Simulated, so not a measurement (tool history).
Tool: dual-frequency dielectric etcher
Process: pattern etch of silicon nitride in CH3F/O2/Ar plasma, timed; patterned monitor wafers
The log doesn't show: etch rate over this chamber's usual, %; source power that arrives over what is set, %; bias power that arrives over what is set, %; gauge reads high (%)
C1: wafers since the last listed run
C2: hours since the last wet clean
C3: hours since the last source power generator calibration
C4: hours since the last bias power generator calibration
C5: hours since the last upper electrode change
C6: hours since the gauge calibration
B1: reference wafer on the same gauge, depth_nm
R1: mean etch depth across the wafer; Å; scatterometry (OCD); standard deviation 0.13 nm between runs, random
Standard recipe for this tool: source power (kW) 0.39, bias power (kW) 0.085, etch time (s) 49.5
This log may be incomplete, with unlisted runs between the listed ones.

run 1 hour=0 | source_power_(kW)=0.33 bias_power_(kW)=0.079 etch_time_(s)=49.5 | C1=0 C2=209.8 C3=1947.1 C4=2345.5 C5=5152.2 C6=28.6 | B1=34.61 | R1=334.7
run 2 hour=63.9 | source_power_(kW)=0.33 bias_power_(kW)=0.079 etch_time_(s)=49.5 | C1=869 C2=273.7 C3=2011 C4=2409.4 C5=5216.1 C6=92.5 | B1=34.58 | R1=335.8
run 3 hour=171.9 | source_power_(kW)=0.33 bias_power_(kW)=0.079 etch_time_(s)=49.5 | C1=1469 C2=381.7 C3=2119 C4=2517.4 C5=5324.1 C6=200.5 | B1=34.59 | R1=334.6
run 4 hour=277.4 | source_power_(kW)=0.31 bias_power_(kW)=0.085 etch_time_(s)=49.5 | C1=1435 C2=487.2 C3=2224.5 C4=2622.9 C5=5429.6 C6=306 | B1=34.63 | R1=341.8
-- hour=301.6 wet clean of the chamber
run 5 hour=437 | source_power_(kW)=0.31 bias_power_(kW)=0.085 etch_time_(s)=49.5 | C1=1844 C2=135.4 C3=2384.1 C4=2782.5 C5=5589.2 C6=465.6 | B1=34.61 | R1=342.6
run 6 hour=517.9 | source_power_(kW)=0.39 bias_power_(kW)=0.085 etch_time_(s)=49.5 | C1=1100 C2=216.3 C3=2465 C4=2863.4 C5=5670.1 C6=546.5 | B1=34.66 | R1=364.4
run 7 hour=590.9 | source_power_(kW)=0.39 bias_power_(kW)=0.076 etch_time_(s)=49.5 | C1=993 C2=289.3 C3=2538 C4=2936.4 C5=5743.1 C6=619.5 | B1=34.58 | R1=345.8
run 8 hour=654.7 | source_power_(kW)=0.39 bias_power_(kW)=0.076 etch_time_(s)=49.5 | C1=867 C2=353.1 C3=2601.8 C4=3000.2 C5=5806.9 C6=683.3 | B1=34.66 | R1=344.6
run 9 hour=691.7 | source_power_(kW)=0.39 bias_power_(kW)=0.085 etch_time_(s)=61 | C1=503 C2=390.1 C3=2638.8 C4=3037.2 C5=5843.9 C6=720.3 | B1=34.61 | R1=443.7
run 10 hour=755 | source_power_(kW)=0.39 bias_power_(kW)=0.085 etch_time_(s)=49.5 | C1=861 C2=453.4 C3=2702.1 C4=3100.5 C5=5907.2 C6=783.6 | B1=34.53 | R1=361.6
-- hour=823.5 source power generator calibrated
run 11 hour=826 | source_power_(kW)=0.39 bias_power_(kW)=0.085 etch_time_(s)=49.5 | C1=911 C2=524.4 C3=2.5 C4=3171.5 C5=5978.2 C6=854.6 | B1=34.59 | R1=361.6
-- hour=885.5 wet clean of the chamber
run 12 hour=886 | source_power_(kW)=0.39 bias_power_(kW)=0.085 etch_time_(s)=49.5 | C1=489 C2=0.5 C3=62.5 C4=3231.5 C5=6038.2 C6=914.6 | B1=34.55 | R1=360.7
run 13 hour=905.7 | source_power_(kW)=0.39 bias_power_(kW)=0.085 etch_time_(s)=49.5 | C1=267 C2=20.2 C3=82.2 C4=3251.2 C5=6057.9 C6=934.3 | B1=34.63 | R1=361.8
run 14 hour=962 | source_power_(kW)=0.39 bias_power_(kW)=0.085 etch_time_(s)=49.5 | C1=765 C2=76.5 C3=138.5 C4=3307.5 C5=6114.2 C6=990.6 | B1=34.65 | R1=363.6
run 15 hour=1006.4 | source_power_(kW)=0.39 bias_power_(kW)=0.085 etch_time_(s)=49.5 | C1=603 C2=120.9 C3=182.9 C4=3351.9 C5=6158.6 C6=1035 | B1=34.58 | R1=360
-- hour=1031.8 bias power generator calibrated
-- hour=1035.3 upper electrode replaced
run 16 hour=1064.2 | source_power_(kW)=0.49 bias_power_(kW)=0.097 etch_time_(s)=41 | C1=684 C2=178.7 C3=240.7 C4=32.4 C5=28.9 C6=1092.8 | B1=34.66 | R1=348.6
-- hour=1111.5 gauge calibrated
run 17 hour=1152.6 | source_power_(kW)=0.39 bias_power_(kW)=0.085 etch_time_(s)=49.5 | C1=1202 C2=267.1 C3=329.1 C4=120.8 C5=117.3 C6=41.1 | B1=34.61 | R1=370
run 18 hour=1201.9 | source_power_(kW)=0.36 bias_power_(kW)=0.106 etch_time_(s)=49.5 | C1=670 C2=316.4 C3=378.4 C4=170.1 C5=166.6 C6=90.4 | B1=34.62 | R1=400.4
run 19 hour=1247.5 | source_power_(kW)=0.45 bias_power_(kW)=0.077 etch_time_(s)=49.5 | C1=620 C2=362 C3=424 C4=215.7 C5=212.2 C6=136 | B1=34.58 | R1=367.5
run 20 hour=1289.3 | source_power_(kW)=0.44 bias_power_(kW)=0.085 etch_time_(s)=35.5 | C1=568 C2=403.8 C3=465.8 C4=257.5 C5=254 C6=177.8 | B1=34.57 | R1=273.4
-- hour=1333.4 wet clean of the chamber
run 21 hour=1403.9 | source_power_(kW)=0.33 bias_power_(kW)=0.085 etch_time_(s)=45 | C1=1232 C2=70.5 C3=580.4 C4=372.1 C5=368.6 C6=292.4 | B1=34.57 | R1=322.5
run 22 hour=1477.4 | source_power_(kW)=0.43 bias_power_(kW)=0.085 etch_time_(s)=54 | C1=999 C2=144 C3=653.9 C4=445.6 C5=442.1 C6=365.9 | B1=34.62 | R1=415.1
run 23 hour=1556.4 | source_power_(kW)=0.39 bias_power_(kW)=0.098 etch_time_(s)=61.5 | C1=1074 C2=223 C3=732.9 C4=524.6 C5=521.1 C6=444.9 | B1=34.55 | R1=490.3
run 24 hour=1600.6 | source_power_(kW)=0.45 bias_power_(kW)=0.102 etch_time_(s)=49.5 | C1=601 C2=267.2 C3=777.1 C4=568.8 C5=565.3 C6=489.1 | B1=34.58 | R1=416.1
run 25 hour=1674.8 | source_power_(kW)=0.29 bias_power_(kW)=0.097 etch_time_(s)=49.5 | C1=1009 C2=341.4 C3=851.3 C4=643 C5=639.5 C6=563.3 | B1=34.58 | R1=362.1
run 26 hour=1777.9 | source_power_(kW)=0.39 bias_power_(kW)=0.094 etch_time_(s)=49.5 | C1=1402 C2=444.5 C3=954.4 C4=746.1 C5=742.6 C6=666.4 | B1=34.61 | R1=386.2

Branching from run 26: 5 alternative next runs. What would each branch give?
run A hour=1778.3 | source_power_(kW)=0.39 bias_power_(kW)=0.085 etch_time_(s)=49.5 | C1=5 C2=444.9 C3=954.8 C4=746.5 C5=743 C6=666.8 | B1=? | R1=?
run B hour=1778.3 | source_power_(kW)=0.39 bias_power_(kW)=0.085 etch_time_(s)=37.5 | C1=5 C2=444.9 C3=954.8 C4=746.5 C5=743 C6=666.8 | B1=? | R1=?
run C hour=1778.3 | source_power_(kW)=0.39 bias_power_(kW)=0.077 etch_time_(s)=49.5 | C1=5 C2=444.9 C3=954.8 C4=746.5 C5=743 C6=666.8 | B1=? | R1=?
run D hour=1778.3 | source_power_(kW)=0.34 bias_power_(kW)=0.07 etch_time_(s)=49.5 | C1=5 C2=444.9 C3=954.8 C4=746.5 C5=743 C6=666.8 | B1=? | R1=?
run E hour=1778.3 | source_power_(kW)=0.36 bias_power_(kW)=0.085 etch_time_(s)=49.5 | C1=5 C2=444.9 C3=954.8 C4=746.5 C5=743 C6=666.8 | B1=? | R1=?

run=A B1=34.57 R1=365
run=B B1=34.57 R1=276.5
run=C B1=34.57 R1=348.3
run=D B1=34.57 R1=320.4
run=E B1=34.57 R1=357.1
What these runs would have given with no unlogged condition in the tool:
run=A R1=366.2
run=B R1=277.5
run=C R1=349.4
run=D R1=321.5
run=E R1=358.3
